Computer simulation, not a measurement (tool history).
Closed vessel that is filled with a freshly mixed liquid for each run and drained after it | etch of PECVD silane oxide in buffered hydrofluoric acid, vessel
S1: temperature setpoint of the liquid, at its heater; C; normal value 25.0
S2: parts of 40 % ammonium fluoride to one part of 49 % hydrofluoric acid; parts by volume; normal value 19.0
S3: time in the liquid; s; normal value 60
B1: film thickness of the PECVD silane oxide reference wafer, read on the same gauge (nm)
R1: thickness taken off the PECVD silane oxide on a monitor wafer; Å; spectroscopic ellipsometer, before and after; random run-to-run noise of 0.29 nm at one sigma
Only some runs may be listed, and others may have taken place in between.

run    hour    S1    S2  S3     B1      R1
  1     0.0  25.0  19.0  60  59.68   798.1
  2    70.1  25.0  19.0  60  59.56   793.4
  3   159.6  22.0  19.0  60  59.43   667.6
  4   202.7  25.0  14.0  60  59.31  1064.7
  5   257.2  25.0  19.0  60  59.19   785.9
  6   299.6  25.0  19.0  60  59.04   784.4
  7   341.4  25.0  19.0  60  58.95   779.0
  8   423.4  25.0  19.0  60  58.68   781.6
  9   485.0  25.0  19.0  60  58.43   775.3
 10   529.0  29.5  23.5  40  58.25   557.0
 11   565.9  27.0  19.0  40  58.11   570.6
      620.9  -- thermometer replaced
 12   640.7  21.0  23.5  40  57.77   348.9
 13   683.0  28.0  21.0  40  57.57   553.4
      695.2  -- hydrofluoric acid flow meter replaced
 14   762.3  28.0  15.5  90  57.18  1635.0
      787.5  -- gauge calibrated
 15   851.2  26.5  19.0  60  60.10   874.9
 16   956.3  25.0  19.0  60  60.08   802.9
 17  1047.3  25.0  19.0  45  60.00   597.2

Each row is a separate what-if for the run after 17, all from the same tool condition, not one after another. Results?
  A  1048.0  25.0  19.0  60   ?   ?
  B  1048.0  26.5  12.0  85   ?   ?
  C  1048.0  25.0  22.0  95   ?   ?
  D  1048.0  26.5  14.5  60   ?   ?

run     B1      R1
  A  59.95   800.0
  B  59.95  1929.7
  C  59.95  1127.8
  D  59.95  1131.8
Take away the tool's hidden state, keep each run's random variation, and the runs would have read:
run      R1
  A   800.2
  B  1930.3
  C  1128.2
  D  1132.1
